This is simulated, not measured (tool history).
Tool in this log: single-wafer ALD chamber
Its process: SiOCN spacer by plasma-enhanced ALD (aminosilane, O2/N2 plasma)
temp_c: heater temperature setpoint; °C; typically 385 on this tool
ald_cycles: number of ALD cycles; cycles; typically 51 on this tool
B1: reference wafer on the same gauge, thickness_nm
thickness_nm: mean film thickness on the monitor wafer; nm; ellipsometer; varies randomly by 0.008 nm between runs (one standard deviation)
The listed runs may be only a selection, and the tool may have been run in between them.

{"run": 1, "hour": 0.0, "temp_c": 385, "ald_cycles": 51, "B1": 3.63, "thickness_nm": 3.173}
{"run": 2, "hour": 62.5, "temp_c": 385, "ald_cycles": 48, "B1": 3.631, "thickness_nm": 2.987}
{"run": 3, "hour": 113.6, "temp_c": 385, "ald_cycles": 48, "B1": 3.63, "thickness_nm": 3.009}
{"run": 4, "hour": 171.6, "temp_c": 385, "ald_cycles": 48, "B1": 3.629, "thickness_nm": 2.999}
{"run": 5, "hour": 222.7, "temp_c": 392, "ald_cycles": 51, "B1": 3.628, "thickness_nm": 3.187}
{"run": 6, "hour": 310.3, "temp_c": 397, "ald_cycles": 51, "B1": 3.63, "thickness_nm": 3.186}
{"run": 7, "hour": 390.1, "temp_c": 397, "ald_cycles": 51, "B1": 3.629, "thickness_nm": 3.198}
{"hour": 424.3, "done": "gauge calibrated"}
{"run": 8, "hour": 475.2, "temp_c": 385, "ald_cycles": 51, "B1": 3.629, "thickness_nm": 3.174}
{"run": 9, "hour": 523.7, "temp_c": 385, "ald_cycles": 51, "B1": 3.633, "thickness_nm": 3.188}
{"run": 10, "hour": 626.8, "temp_c": 385, "ald_cycles": 51, "B1": 3.631, "thickness_nm": 3.185}
{"hour": 678.5, "done": "thermocouple changed; heater temperature recalibrated"}
{"run": 11, "hour": 693.3, "temp_c": 389, "ald_cycles": 51, "B1": 3.631, "thickness_nm": 3.186}
{"run": 12, "hour": 771.2, "temp_c": 385, "ald_cycles": 51, "B1": 3.629, "thickness_nm": 3.178}
{"run": 13, "hour": 841.7, "temp_c": 385, "ald_cycles": 51, "B1": 3.629, "thickness_nm": 3.196}
{"run": 14, "hour": 915.7, "temp_c": 393, "ald_cycles": 61, "B1": 3.63, "thickness_nm": 3.813}
{"run": 15, "hour": 987.8, "temp_c": 385, "ald_cycles": 51, "B1": 3.629, "thickness_nm": 3.185}
{"run": 16, "hour": 1044.2, "temp_c": 373, "ald_cycles": 54, "B1": 3.631, "thickness_nm": 3.374}
{"run": 17, "hour": 1136.8, "temp_c": 385, "ald_cycles": 51, "B1": 3.63, "thickness_nm": 3.203}
{"run": 18, "hour": 1242.9, "temp_c": 385, "ald_cycles": 51, "B1": 3.627, "thickness_nm": 3.182}
{"run": 19, "hour": 1483.3, "temp_c": 392, "ald_cycles": 61, "B1": 3.628, "thickness_nm": 3.801}
{"run": 20, "hour": 1589.2, "temp_c": 399, "ald_cycles": 51, "B1": 3.628, "thickness_nm": 3.179}
{"hour": 1607.2, "done": "gauge calibrated"}
{"run": 21, "hour": 1655.2, "temp_c": 385, "ald_cycles": 51, "B1": 3.629, "thickness_nm": 3.176}
{"run": 22, "hour": 1728.8, "temp_c": 395, "ald_cycles": 56, "B1": 3.632, "thickness_nm": 3.487}
{"run": 23, "hour": 1782.4, "temp_c": 379, "ald_cycles": 55, "B1": 3.63, "thickness_nm": 3.422}
{"run": 24, "hour": 1852.4, "temp_c": 385, "ald_cycles": 60, "B1": 3.63, "thickness_nm": 3.742}
{"run": 25, "hour": 1953.4, "temp_c": 370, "ald_cycles": 55, "B1": 3.628, "thickness_nm": 3.433}
{"run": 26, "hour": 2015.0, "temp_c": 376, "ald_cycles": 46, "B1": 3.629, "thickness_nm": 2.853}

The tool's hidden state at each run:
wafer temperature above the value expected at the setpoint (K): 0 at every run
gauge reads high (%): 0 at every run
